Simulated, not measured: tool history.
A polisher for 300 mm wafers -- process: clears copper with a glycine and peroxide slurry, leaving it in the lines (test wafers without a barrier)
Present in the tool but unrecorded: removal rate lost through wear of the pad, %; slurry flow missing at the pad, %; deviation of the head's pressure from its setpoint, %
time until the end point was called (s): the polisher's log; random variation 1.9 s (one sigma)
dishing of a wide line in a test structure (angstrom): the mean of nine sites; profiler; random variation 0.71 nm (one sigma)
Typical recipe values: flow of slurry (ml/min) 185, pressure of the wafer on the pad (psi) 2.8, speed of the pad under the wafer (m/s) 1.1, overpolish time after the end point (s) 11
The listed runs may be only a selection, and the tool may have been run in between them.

run,hour,flow of slurry (ml/min),pressure of the wafer on the pad (psi),speed of the pad under the wafer (m/s),overpolish time after the end point (s),wafers since the last listed run,wafers polished on this pad,hours since the slurry nozzle was cleaned,hours since the head pressure was calibrated,"incoming thickness of the incoming film, nm",time until the end point was called (s),dishing of a wide line in a test structure (angstrom)
1,0,185,2.8,1.1,11,0,8,388.1,504.6,953.9,158.1,481
# hour 4.7: slurry nozzle cleaned
# hour 6.2: head pressure recalibrated
2,67.3,185,2.8,1.1,11,372,381,62.6,61.1,963.6,144.9,521
3,103.4,185,2.8,1.1,11,207,588,98.7,97.2,958,145.7,530
4,130.4,185,2.8,1.1,11,155,743,125.7,124.2,973.3,146.3,515
# hour 170.8: worn pad replaced by a new one
5,196.3,185,2.8,1.1,11,355,146,191.6,190.1,972.5,149.2,515
6,255.5,185,2.8,1.1,11,340,486,250.8,249.3,973.5,152,506
7,303.1,185,2.8,1.1,11,273,760,298.4,296.9,957.9,154.7,492
# hour 345.8: worn pad replaced by a new one
# hour 352.5: slurry nozzle cleaned
8,363.2,185,2.8,1.1,11,316,94,10.7,357,980.9,145.9,542
9,410,185,2.8,1,11,268,363,57.5,403.8,952,147.9,497
10,442.6,185,2.8,1.42,11,187,550,90.1,436.4,962.1,123.6,583
11,480.7,220,2.8,1.1,11,218,769,128.2,474.5,974.6,145.8,536
# hour 536.7: worn pad replaced by a new one, of another model than before
12,548.6,185,3.2,1.1,13,367,68,196.1,542.4,976.5,136.1,657
13,600.5,185,2.5,0.76,15,298,366,248,594.3,972.3,178.2,577
14,630.2,210,2.1,1,9,170,537,277.7,624,977.6,180,362
# hour 635.2: head pressure recalibrated
15,671,185,2.8,1.1,11,222,759,318.5,35.8,971.3,151.2,511
16,736.8,140,3.4,0.78,11,378,1138,384.3,101.6,980.6,157,510
# hour 744.1: worn pad replaced by a new one
# hour 756.2: slurry nozzle cleaned
17,856.9,185,2.8,0.94,11,661,642,100.7,221.7,976.7,156.9,503
18,906,185,2.8,1.1,11,282,924,149.8,270.8,957.1,140.6,524
# hour 941.2: worn pad replaced by a new one
19,963.5,150,2.8,1.36,18,307,128,207.3,328.3,964.3,135.2,803

3 ways to go on from here, each from the tool as it stands after run 19. What would each give?
A,964,185,2.8,1.1,11,2,130,207.8,328.8,977.4,?,?
B,964,155,2.8,1.1,16,2,130,207.8,328.8,977.4,?,?
C,964,185,2.8,1.3,11,2,130,207.8,328.8,977.4,?,?

run,time until the end point was called (s),dishing of a wide line in a test structure (angstrom)
A,147.1,519
B,149.4,689
C,136.9,549
What these runs would have given with no unlogged condition in the tool:
run,time until the end point was called (s),dishing of a wide line in a test structure (angstrom)
A,144.2,527
B,146.3,700
C,134.2,558
